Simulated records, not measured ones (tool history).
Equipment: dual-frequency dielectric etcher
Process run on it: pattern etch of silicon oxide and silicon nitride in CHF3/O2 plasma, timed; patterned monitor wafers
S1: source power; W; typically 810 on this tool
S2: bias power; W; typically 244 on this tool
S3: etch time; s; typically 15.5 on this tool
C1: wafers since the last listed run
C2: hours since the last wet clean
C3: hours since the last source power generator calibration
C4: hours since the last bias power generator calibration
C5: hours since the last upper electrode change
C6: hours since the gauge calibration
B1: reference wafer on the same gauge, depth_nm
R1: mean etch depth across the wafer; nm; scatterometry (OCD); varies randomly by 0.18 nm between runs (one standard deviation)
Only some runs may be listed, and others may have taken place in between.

run 1 hour=0 | S1=660 S2=244 S3=15.5 | C1=0 C2=223.6 C3=3646.8 C4=4079.1 C5=1910.9 C6=754.4 | B1=28.29 | R1=30.04
-- hour=12.1 gauge calibrated
run 2 hour=58.5 | S1=660 S2=244 S3=15.5 | C1=900 C2=282.1 C3=3705.3 C4=4137.6 C5=1969.4 C6=46.4 | B1=28.29 | R1=30.24
run 3 hour=114.2 | S1=900 S2=217 S3=15.5 | C1=857 C2=337.8 C3=3761 C4=4193.3 C5=2025.1 C6=102.1 | B1=28.27 | R1=33.96
-- hour=145.8 wet clean of the chamber
run 4 hour=154.2 | S1=900 S2=217 S3=15.5 | C1=246 C2=8.4 C3=3801 C4=4233.3 C5=2065.1 C6=142.1 | B1=28.3 | R1=32.18
run 5 hour=222.9 | S1=900 S2=217 S3=15.5 | C1=1057 C2=77.1 C3=3869.7 C4=4302 C5=2133.8 C6=210.8 | B1=28.26 | R1=32.54
run 6 hour=265.4 | S1=810 S2=244 S3=15.5 | C1=653 C2=119.6 C3=3912.2 C4=4344.5 C5=2176.3 C6=253.3 | B1=28.27 | R1=32.45
run 7 hour=299 | S1=810 S2=244 S3=15.5 | C1=516 C2=153.2 C3=3945.8 C4=4378.1 C5=2209.9 C6=286.9 | B1=28.31 | R1=32.62
run 8 hour=350.3 | S1=810 S2=244 S3=15.5 | C1=789 C2=204.5 C3=3997.1 C4=4429.4 C5=2261.2 C6=338.2 | B1=28.33 | R1=32.4
-- hour=426.6 upper electrode replaced
run 9 hour=427.1 | S1=810 S2=244 S3=15.5 | C1=812 C2=281.3 C3=4073.9 C4=4506.2 C5=0.5 C6=415 | B1=28.3 | R1=33.04
run 10 hour=457.1 | S1=810 S2=244 S3=15.5 | C1=461 C2=311.3 C3=4103.9 C4=4536.2 C5=30.5 C6=445 | B1=28.3 | R1=32.96
-- hour=503.1 wet clean of the chamber
run 11 hour=503.6 | S1=810 S2=244 S3=15.5 | C1=346 C2=0.5 C3=4150.4 C4=4582.7 C5=77 C6=491.5 | B1=28.31 | R1=32.07
run 12 hour=527.2 | S1=810 S2=244 S3=15.5 | C1=363 C2=24.1 C3=4174 C4=4606.3 C5=100.6 C6=515.1 | B1=28.32 | R1=31.56
run 13 hour=561.3 | S1=810 S2=244 S3=15.5 | C1=524 C2=58.2 C3=4208.1 C4=4640.4 C5=134.7 C6=549.2 | B1=28.3 | R1=32.3
run 14 hour=617.3 | S1=990 S2=213 S3=19 | C1=861 C2=114.2 C3=4264.1 C4=4696.4 C5=190.7 C6=605.2 | B1=28.32 | R1=42.21
-- hour=639.8 source power generator calibrated
run 15 hour=682.6 | S1=810 S2=244 S3=15.5 | C1=943 C2=179.5 C3=42.8 C4=4761.7 C5=256 C6=670.5 | B1=28.29 | R1=32.49
-- hour=707 bias power generator calibrated
run 16 hour=710 | S1=810 S2=244 S3=15.5 | C1=360 C2=206.9 C3=70.2 C4=3 C5=283.4 C6=697.9 | B1=28.33 | R1=33.03
run 17 hour=740 | S1=810 S2=244 S3=14 | C1=461 C2=236.9 C3=100.2 C4=33 C5=313.4 C6=727.9 | B1=28.28 | R1=29.62
run 18 hour=802.4 | S1=810 S2=189 S3=11.5 | C1=960 C2=299.3 C3=162.6 C4=95.4 C5=375.8 C6=790.3 | B1=28.29 | R1=22.89
-- hour=858.8 wet clean of the chamber
run 19 hour=859.3 | S1=810 S2=267 S3=15.5 | C1=506 C2=0.5 C3=219.5 C4=152.3 C5=432.7 C6=847.2 | B1=28.26 | R1=32.14
run 20 hour=864.8 | S1=700 S2=213 S3=20 | C1=84 C2=6 C3=225 C4=157.8 C5=438.2 C6=852.7 | B1=28.29 | R1=37.12
-- hour=885.8 gauge calibrated
run 21 hour=918.8 | S1=810 S2=244 S3=15.5 | C1=830 C2=60 C3=279 C4=211.8 C5=492.2 C6=33 | B1=28.31 | R1=32.14
run 22 hour=951.6 | S1=700 S2=209 S3=18.5 | C1=504 C2=92.8 C3=311.8 C4=244.6 C5=525 C6=65.8 | B1=28.35 | R1=34.58
run 23 hour=995 | S1=810 S2=244 S3=15.5 | C1=667 C2=136.2 C3=355.2 C4=288 C5=568.4 C6=109.2 | B1=28.32 | R1=32.57
run 24 hour=1142.3 | S1=870 S2=196 S3=15.5 | C1=2266 C2=283.5 C3=502.5 C4=435.3 C5=715.7 C6=256.5 | B1=28.29 | R1=32.18
run 25 hour=1208.7 | S1=710 S2=216 S3=15.5 | C1=1021 C2=349.9 C3=568.9 C4=501.7 C5=782.1 C6=322.9 | B1=28.3 | R1=30.21
run 26 hour=1236.4 | S1=650 S2=263 S3=15.5 | C1=426 C2=377.6 C3=596.6 C4=529.4 C5=809.8 C6=350.6 | B1=28.31 | R1=30.43

4 options for the next run, each taken on its own from the tool as it stands now. Forecast them:
run A hour=1236.8 | S1=810 S2=244 S3=15.5 | C1=6 C2=378 C3=597 C4=529.8 C5=810.2 C6=351 | B1=? | R1=?
run B hour=1236.8 | S1=810 S2=271 S3=19 | C1=6 C2=378 C3=597 C4=529.8 C5=810.2 C6=351 | B1=? | R1=?
run C hour=1236.8 | S1=610 S2=282 S3=12.5 | C1=6 C2=378 C3=597 C4=529.8 C5=810.2 C6=351 | B1=? | R1=?
run D hour=1236.8 | S1=810 S2=261 S3=12 | C1=6 C2=378 C3=597 C4=529.8 C5=810.2 C6=351 | B1=? | R1=?

run=A B1=28.31 R1=33.13
run=B B1=28.31 R1=41.79
run=C B1=28.31 R1=24.31
run=D B1=28.31 R1=26.12
Without the tool's hidden state the same runs would have given:
run=A R1=31.4
run=B R1=39.61
run=C R1=23.04
run=D R1=24.76
